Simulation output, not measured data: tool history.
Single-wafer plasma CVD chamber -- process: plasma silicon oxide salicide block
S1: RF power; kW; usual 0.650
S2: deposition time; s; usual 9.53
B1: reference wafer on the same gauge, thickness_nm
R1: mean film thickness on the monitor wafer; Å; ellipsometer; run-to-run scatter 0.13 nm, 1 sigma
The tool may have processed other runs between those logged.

| run | day | S1 | S2 | B1 | R1 |
|---|---|---|---|---|---|
| 1 | 0.000 | 0.650 | 9.53 | 78.059 | 868.64 |
| 2 | 0.271 | 0.650 | 9.53 | 78.077 | 869.11 |
| 3 | 0.675 | 0.650 | 9.53 | 78.101 | 869.98 |
| 4 | 1.029 | 0.650 | 9.53 | 78.128 | 870.41 |
| 5 | 1.450 | 0.695 | 9.53 | 78.128 | 888.08 |
| 6 | 1.808 | 0.725 | 9.53 | 78.155 | 899.42 |
| 7 | 2.421 | 0.725 | 9.53 | 78.229 | 898.96 |
| 8 | 2.967 | 0.595 | 9.53 | 78.242 | 848.39 |
| 9 | 3.279 | 0.650 | 9.53 | 78.295 | 871.69 |
| 10 | 3.975 | 0.730 | 8.69 | 78.358 | 825.50 |
| 11 | 4.292 | 0.780 | 9.53 | 78.407 | 924.66 |
| 12 | 5.012 | 0.565 | 8.10 | 78.481 | 714.40 |
| 13 | 5.333 | 0.575 | 10.43 | 78.566 | 923.63 |
| 14 | 5.688 | 0.650 | 9.53 | 78.098 | 869.72 |
| 15 | 6.150 | 0.520 | 8.30 | 78.095 | 707.76 |
| 16 | 7.025 | 0.650 | 9.53 | 78.136 | 869.76 |
| 17 | 7.296 | 0.650 | 10.64 | 78.146 | 974.94 |
| 18 | 7.850 | 0.710 | 10.17 | 78.190 | 953.90 |

Not shown: 3 entries that the log had between the listed runs. Between which runs, and how does the tool's hidden state differ before and after?
From run 9 to run 10: showerhead replaced (day 3.908)
  gauge reads high (%): 0.232 -> 0.333
  measured value less the no-hidden-state value, R1: +2.01 -> +2.74 Å
From run 13 to run 14: gauge calibrated (day 5.338)
  gauge reads high (%): 0.576 -> -0.0011
  measured value less the no-hidden-state value, R1: +5.29 -> -0.01 Å
From run 14 to run 15: RF generator calibrated (day 6.088)
  gauge reads high (%): -0.0011 -> 0.00794
  measured value less the no-hidden-state value, R1: -0.01 -> +0.05 Å
